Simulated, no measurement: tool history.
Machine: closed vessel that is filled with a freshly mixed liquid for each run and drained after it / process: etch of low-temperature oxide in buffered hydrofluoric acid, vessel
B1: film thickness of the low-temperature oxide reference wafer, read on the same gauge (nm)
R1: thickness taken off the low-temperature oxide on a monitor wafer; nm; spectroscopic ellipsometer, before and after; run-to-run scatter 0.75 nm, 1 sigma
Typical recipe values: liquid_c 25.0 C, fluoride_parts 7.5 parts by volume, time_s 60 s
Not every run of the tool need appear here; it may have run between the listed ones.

run 1 hour=0.0 | liquid_c=28.5 fluoride_parts=7.5 time_s=60 | B1=101.95 | R1=287.28
run 2 hour=91.0 | liquid_c=25.0 fluoride_parts=7.5 time_s=60 | B1=102.32 | R1=240.53
run 3 hour=146.5 | liquid_c=25.0 fluoride_parts=7.5 time_s=60 | B1=102.51 | R1=239.41
run 4 hour=182.5 | liquid_c=25.0 fluoride_parts=7.5 time_s=60 | B1=102.65 | R1=239.64
-- hour=224.3 gauge calibrated
run 5 hour=271.1 | liquid_c=25.0 fluoride_parts=6.0 time_s=60 | B1=100.46 | R1=289.55
run 6 hour=330.2 | liquid_c=27.5 fluoride_parts=8.5 time_s=60 | B1=100.69 | R1=236.64
-- hour=354.5 hydrofluoric acid flow meter replaced
run 7 hour=390.5 | liquid_c=27.5 fluoride_parts=8.5 time_s=60 | B1=100.94 | R1=236.75
run 8 hour=431.6 | liquid_c=25.0 fluoride_parts=7.5 time_s=50 | B1=101.09 | R1=197.01
run 9 hour=521.2 | liquid_c=25.0 fluoride_parts=10.0 time_s=60 | B1=101.41 | R1=182.49
run 10 hour=571.8 | liquid_c=21.5 fluoride_parts=7.5 time_s=60 | B1=101.60 | R1=195.80
run 11 hour=671.9 | liquid_c=25.0 fluoride_parts=7.5 time_s=60 | B1=101.99 | R1=240.31
run 12 hour=718.2 | liquid_c=25.0 fluoride_parts=7.5 time_s=60 | B1=102.17 | R1=240.02
-- hour=748.3 hydrofluoric acid flow meter replaced
run 13 hour=792.8 | liquid_c=25.0 fluoride_parts=7.5 time_s=30 | B1=102.46 | R1=120.00
run 14 hour=837.7 | liquid_c=25.0 fluoride_parts=9.5 time_s=70 | B1=102.62 | R1=222.67
run 15 hour=883.3 | liquid_c=25.0 fluoride_parts=7.5 time_s=60 | B1=102.81 | R1=241.10
run 16 hour=937.5 | liquid_c=28.5 fluoride_parts=6.5 time_s=30 | B1=103.02 | R1=166.57
run 17 hour=1017.8 | liquid_c=25.0 fluoride_parts=5.0 time_s=75 | B1=103.32 | R1=431.90
run 18 hour=1076.1 | liquid_c=25.0 fluoride_parts=7.5 time_s=35 | B1=103.54 | R1=141.55
run 19 hour=1144.9 | liquid_c=25.0 fluoride_parts=7.5 time_s=60 | B1=103.79 | R1=242.91
-- hour=1158.9 gauge calibrated
-- hour=1169.0 hydrofluoric acid flow meter replaced
-- hour=1175.1 thermometer replaced
run 20 hour=1226.6 | liquid_c=23.0 fluoride_parts=6.5 time_s=70 | B1=99.92 | R1=282.48
run 21 hour=1290.0 | liquid_c=20.5 fluoride_parts=7.5 time_s=85 | B1=100.14 | R1=258.70
run 22 hour=1551.6 | liquid_c=25.0 fluoride_parts=7.5 time_s=60 | B1=101.14 | R1=236.88
-- hour=1590.3 hydrofluoric acid flow meter replaced
run 23 hour=1614.1 | liquid_c=25.0 fluoride_parts=7.5 time_s=60 | B1=101.40 | R1=237.95
run 24 hour=1685.8 | liquid_c=29.0 fluoride_parts=7.5 time_s=60 | B1=101.66 | R1=295.16

3 ways to go on from here, each from the tool as it stands after run 24. What would each give?
run A hour=1686.5 | liquid_c=25.0 fluoride_parts=7.5 time_s=70 | B1=? | R1=?
run B hour=1686.5 | liquid_c=25.0 fluoride_parts=9.5 time_s=60 | B1=? | R1=?
run C hour=1686.5 | liquid_c=27.0 fluoride_parts=7.5 time_s=50 | B1=? | R1=?

run=A B1=101.67 R1=278.70
run=B B1=101.67 R1=189.53
run=C B1=101.67 R1=221.67
With the hidden condition removed and each run's random variation left untouched, the same runs would have given:
run=A R1=274.16
run=B R1=186.44
run=C R1=218.06
